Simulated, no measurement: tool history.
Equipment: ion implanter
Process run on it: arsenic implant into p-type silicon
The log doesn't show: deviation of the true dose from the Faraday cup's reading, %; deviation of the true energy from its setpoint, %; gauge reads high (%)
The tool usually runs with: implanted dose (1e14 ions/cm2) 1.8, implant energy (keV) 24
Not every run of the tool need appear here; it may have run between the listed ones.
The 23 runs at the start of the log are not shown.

run   hour  implanted dose (1e14 ions/cm2)  implant energy (keV)  wafers since the last listed run  hours since the last dose calibration  hours since the extraction supply was calibrated  hours since the gauge calibration  read-back reference wafer on the same gauge, sheet resistance  sheet resistance of the implanted and annealed layer (ohm/square)
 24  338.8                            1.44                  30.5                               191                                     59                                             114.7                               67.5                                                         454.01                                                             470.81
 25  352.6                            1.53                  20.5                               209                                   72.8                                             128.5                               81.3                                                         453.49                                                             479.88
 26  359.9                             1.8                    24                               110                                   80.1                                             135.8                               88.6                                                         454.35                                                             418.33
 27  369.6                             1.8                    17                               147                                   89.8                                             145.5                               98.3                                                         454.49                                                             439.73
 28  385.4                            1.44                    24                               240                                  105.6                                             161.3                              114.1                                                          454.1                                                              492.4
 29  400.8                            1.43                    19                               234                                    121                                             176.7                              129.5                                                         453.81                                                             513.97
 30  407.8                            2.15                    24                               106                                    128                                             183.7                              136.5                                                          453.6                                                             366.39
 31  417.2                            2.12                  28.5                               142                                  137.4                                             193.1                              145.9                                                         454.23                                                              359.6
 32  426.3                             1.8                    24                               138                                  146.5                                             202.2                                155                                                         454.07                                                             420.18
 33  433.1                            2.32                    31                               103                                  153.3                                               209                              161.8                                                          454.4                                                             332.85
 34  446.9                             1.8                    26                               209                                  167.1                                             222.8                              175.6                                                         454.09                                                             412.67
 35  464.6                             1.8                    24                               269                                  184.8                                             240.5                              193.3                                                         454.25                                                             416.39
 36  511.9                             1.8                    24                               719                                  232.1                                             287.8                              240.6                                                          454.4                                                             418.64

Here are 5 independent what-if runs from the current tool condition. What would each one return?
  A  512.3                             1.8                    24                                 6                                  232.5                                             288.2                                241                                                              ?                                                                  ?
  B  512.3                            1.98                  17.5                                 6                                  232.5                                             288.2                                241                                                              ?                                                                  ?
  C  512.3                             1.8                  30.5                                 6                                  232.5                                             288.2                                241                                                              ?                                                                  ?
  D  512.3                            1.99                    28                                 6                                  232.5                                             288.2                                241                                                              ?                                                                  ?
  E  512.3                            2.27                  31.5                                 6                                  232.5                                             288.2                                241                                                              ?                                                                  ?

run  read-back reference wafer on the same gauge, sheet resistance  sheet resistance of the implanted and annealed layer (ohm/square)
  A                                                         453.61                                                             417.12
  B                                                         453.61                                                             406.33
  C                                                         453.61                                                             402.03
  D                                                         453.61                                                             378.66
  E                                                         453.61                                                             337.78
With no hidden state in the tool, these same runs would have given:
run  sheet resistance of the implanted and annealed layer (ohm/square)
  A                                                             416.43
  B                                                             405.65
  C                                                             401.38
  D                                                             378.04
  E                                                             337.23
